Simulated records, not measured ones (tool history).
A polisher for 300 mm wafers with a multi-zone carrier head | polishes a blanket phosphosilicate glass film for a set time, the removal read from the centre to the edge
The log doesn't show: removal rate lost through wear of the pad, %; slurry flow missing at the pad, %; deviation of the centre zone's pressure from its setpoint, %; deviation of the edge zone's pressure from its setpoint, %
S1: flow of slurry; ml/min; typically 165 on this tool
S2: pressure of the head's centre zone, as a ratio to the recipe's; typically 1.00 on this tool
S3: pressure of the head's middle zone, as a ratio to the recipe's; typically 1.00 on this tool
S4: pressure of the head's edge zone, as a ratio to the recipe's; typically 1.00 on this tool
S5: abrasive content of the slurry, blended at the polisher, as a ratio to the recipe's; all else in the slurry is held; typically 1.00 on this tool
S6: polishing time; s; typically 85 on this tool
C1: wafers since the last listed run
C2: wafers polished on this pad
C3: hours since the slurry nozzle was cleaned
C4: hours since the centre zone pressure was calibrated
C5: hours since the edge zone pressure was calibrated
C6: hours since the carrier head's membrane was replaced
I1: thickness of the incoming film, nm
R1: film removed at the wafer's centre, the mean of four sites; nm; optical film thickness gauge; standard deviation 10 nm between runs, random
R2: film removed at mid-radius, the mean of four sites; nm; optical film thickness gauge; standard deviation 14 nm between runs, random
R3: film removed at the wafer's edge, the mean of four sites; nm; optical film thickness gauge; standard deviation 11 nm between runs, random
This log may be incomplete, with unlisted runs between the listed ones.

run 1 hour=0.0 | S1=165 S2=1.00 S3=1.09 S4=1.00 S5=1.00 S6=85 | C1=0 C2=212 C3=330.7 C4=1131.6 C5=511.4 C6=1124.4 | I1=2147.2 | R1=1053.6 R2=980.9 R3=871.2
-- hour=31.9 edge zone pressure recalibrated
run 2 hour=43.9 | S1=165 S2=0.94 S3=1.00 S4=1.00 S5=1.00 S6=85 | C1=327 C2=539 C3=374.6 C4=1175.5 C5=12.0 C6=1168.3 | I1=2220.7 | R1=929.8 R2=845.9 R3=860.2
-- hour=51.2 worn pad replaced by a new one
run 3 hour=60.9 | S1=165 S2=0.94 S3=1.00 S4=1.00 S5=1.00 S6=85 | C1=101 C2=75 C3=391.6 C4=1192.5 C5=29.0 C6=1185.3 | I1=2172.6 | R1=976.1 R2=930.5 R3=898.0
run 4 hour=75.8 | S1=165 S2=1.00 S3=1.00 S4=1.00 S5=1.00 S6=85 | C1=116 C2=191 C3=406.5 C4=1207.4 C5=43.9 C6=1200.2 | I1=2140.1 | R1=1031.5 R2=937.7 R3=892.7
run 5 hour=92.6 | S1=165 S2=1.00 S3=1.00 S4=1.00 S5=1.00 S6=85 | C1=131 C2=323 C3=423.3 C4=1224.2 C5=60.7 C6=1217.0 | I1=2176.1 | R1=1037.3 R2=900.1 R3=880.3
run 6 hour=108.6 | S1=165 S2=1.00 S3=1.00 S4=0.91 S5=1.00 S6=85 | C1=125 C2=448 C3=439.3 C4=1240.2 C5=76.7 C6=1233.0 | I1=2182.4 | R1=1011.9 R2=890.7 R3=849.1
run 7 hour=121.7 | S1=165 S2=1.00 S3=0.93 S4=1.08 S5=1.25 S6=96 | C1=102 C2=550 C3=452.4 C4=1253.3 C5=89.8 C6=1246.1 | I1=2168.4 | R1=1265.5 R2=1032.0 R3=1126.4
-- hour=127.2 worn pad replaced by a new one
run 8 hour=134.6 | S1=165 S2=1.00 S3=1.00 S4=0.92 S5=1.15 S6=85 | C1=69 C2=58 C3=465.3 C4=1266.2 C5=102.7 C6=1259.0 | I1=2164.9 | R1=1139.8 R2=1038.4 R3=937.2
-- hour=139.6 slurry nozzle cleaned
run 9 hour=147.6 | S1=165 S2=0.94 S3=1.00 S4=1.00 S5=1.00 S6=85 | C1=93 C2=151 C3=8.0 C4=1279.2 C5=115.7 C6=1272.0 | I1=2191.8 | R1=977.4 R2=925.8 R3=907.2
-- hour=155.4 carrier head's membrane replaced by a new one
run 10 hour=159.8 | S1=165 S2=1.00 S3=1.00 S4=1.00 S5=1.00 S6=74 | C1=56 C2=208 C3=20.2 C4=1291.4 C5=127.9 C6=4.4 | I1=2193.3 | R1=915.5 R2=797.9 R3=799.8
run 11 hour=171.8 | S1=165 S2=1.00 S3=1.00 S4=1.00 S5=1.00 S6=85 | C1=93 C2=302 C3=32.2 C4=1303.4 C5=139.9 C6=16.4 | I1=2149.7 | R1=1050.0 R2=914.3 R3=893.2
run 12 hour=183.5 | S1=165 S2=0.94 S3=1.00 S4=1.00 S5=1.00 S6=85 | C1=91 C2=393 C3=43.9 C4=1315.1 C5=151.6 C6=28.1 | I1=2170.7 | R1=970.4 R2=898.5 R3=881.1
-- hour=195.9 centre zone pressure recalibrated
run 13 hour=196.4 | S1=220 S2=1.00 S3=1.00 S4=1.00 S5=1.15 S6=56 | C1=85 C2=478 C3=56.8 C4=0.5 C5=164.5 C6=41.0 | I1=2199.4 | R1=641.9 R2=660.5 R3=650.6
-- hour=216.2 worn pad replaced by a new one
run 14 hour=216.7 | S1=165 S2=1.08 S3=1.00 S4=1.00 S5=1.00 S6=85 | C1=127 C2=4 C3=77.1 C4=20.8 C5=184.8 C6=61.3 | I1=2180.9 | R1=986.7 R2=905.2 R3=915.3
run 15 hour=234.8 | S1=165 S2=0.90 S3=1.00 S4=1.00 S5=1.00 S6=85 | C1=141 C2=145 C3=95.2 C4=38.9 C5=202.9 C6=79.4 | I1=2134.4 | R1=833.7 R2=916.8 R3=898.2
run 16 hour=252.0 | S1=115 S2=1.00 S3=1.00 S4=1.05 S5=0.80 S6=74 | C1=134 C2=280 C3=112.4 C4=56.1 C5=220.1 C6=96.6 | I1=2179.5 | R1=631.5 R2=647.0 R3=656.3
run 17 hour=262.7 | S1=165 S2=1.00 S3=1.00 S4=1.00 S5=1.00 S6=85 | C1=83 C2=363 C3=123.1 C4=66.8 C5=230.8 C6=107.3 | I1=2171.6 | R1=909.8 R2=901.6 R3=883.8
run 18 hour=277.6 | S1=165 S2=1.00 S3=1.00 S4=0.92 S5=1.00 S6=85 | C1=116 C2=480 C3=138.0 C4=81.7 C5=245.7 C6=122.2 | I1=2190.2 | R1=873.5 R2=908.0 R3=855.2
run 19 hour=290.6 | S1=165 S2=1.00 S3=1.00 S4=1.00 S5=1.00 S6=72 | C1=101 C2=581 C3=151.0 C4=94.7 C5=258.7 C6=135.2 | I1=2163.7 | R1=749.6 R2=736.1 R3=730.3
-- hour=305.2 worn pad replaced by a new one
run 20 hour=305.7 | S1=165 S2=1.00 S3=1.00 S4=0.91 S5=1.00 S6=85 | C1=86 C2=3 C3=166.1 C4=109.8 C5=273.8 C6=150.3 | I1=2177.2 | R1=930.7 R2=955.9 R3=862.5
run 21 hour=313.1 | S1=165 S2=1.00 S3=0.95 S4=1.00 S5=1.00 S6=85 | C1=57 C2=61 C3=173.5 C4=117.2 C5=281.2 C6=157.7 | I1=2181.6 | R1=918.4 R2=861.4 R3=910.0

What if the next run were any one of these 4? Each begins from the tool's condition after run 21:
run A hour=313.6 | S1=165 S2=1.09 S3=1.00 S4=1.00 S5=1.00 S6=85 | C1=3 C2=65 C3=174.0 C4=117.7 C5=281.7 C6=158.2 | I1=2130.7 | R1=? R2=? R3=?
run B hour=313.6 | S1=165 S2=1.00 S3=1.00 S4=1.00 S5=1.25 S6=85 | C1=3 C2=65 C3=174.0 C4=117.7 C5=281.7 C6=158.2 | I1=2130.7 | R1=? R2=? R3=?
run C hour=313.6 | S1=165 S2=1.00 S3=1.00 S4=1.10 S5=1.15 S6=97 | C1=3 C2=65 C3=174.0 C4=117.7 C5=281.7 C6=158.2 | I1=2130.7 | R1=? R2=? R3=?
run D hour=313.6 | S1=165 S2=1.00 S3=0.90 S4=1.07 S5=1.00 S6=112 | C1=3 C2=65 C3=174.0 C4=117.7 C5=281.7 C6=158.2 | I1=2130.7 | R1=? R2=? R3=?

run=A R1=1015.0 R2=909.5 R3=925.0
run=B R1=1046.9 R2=1023.6 R3=1040.6
run=C R1=1146.7 R2=1121.0 R3=1194.7
run=D R1=1225.4 R2=1097.6 R3=1261.6
The same runs, with their run-to-run variation unchanged, on a tool lacking any hidden condition would have given:
run=A R1=1018.2 R2=919.7 R3=935.3
run=B R1=1050.2 R2=1035.1 R3=1052.2
run=C R1=1150.3 R2=1133.6 R3=1208.1
run=D R1=1229.3 R2=1109.9 R3=1275.7

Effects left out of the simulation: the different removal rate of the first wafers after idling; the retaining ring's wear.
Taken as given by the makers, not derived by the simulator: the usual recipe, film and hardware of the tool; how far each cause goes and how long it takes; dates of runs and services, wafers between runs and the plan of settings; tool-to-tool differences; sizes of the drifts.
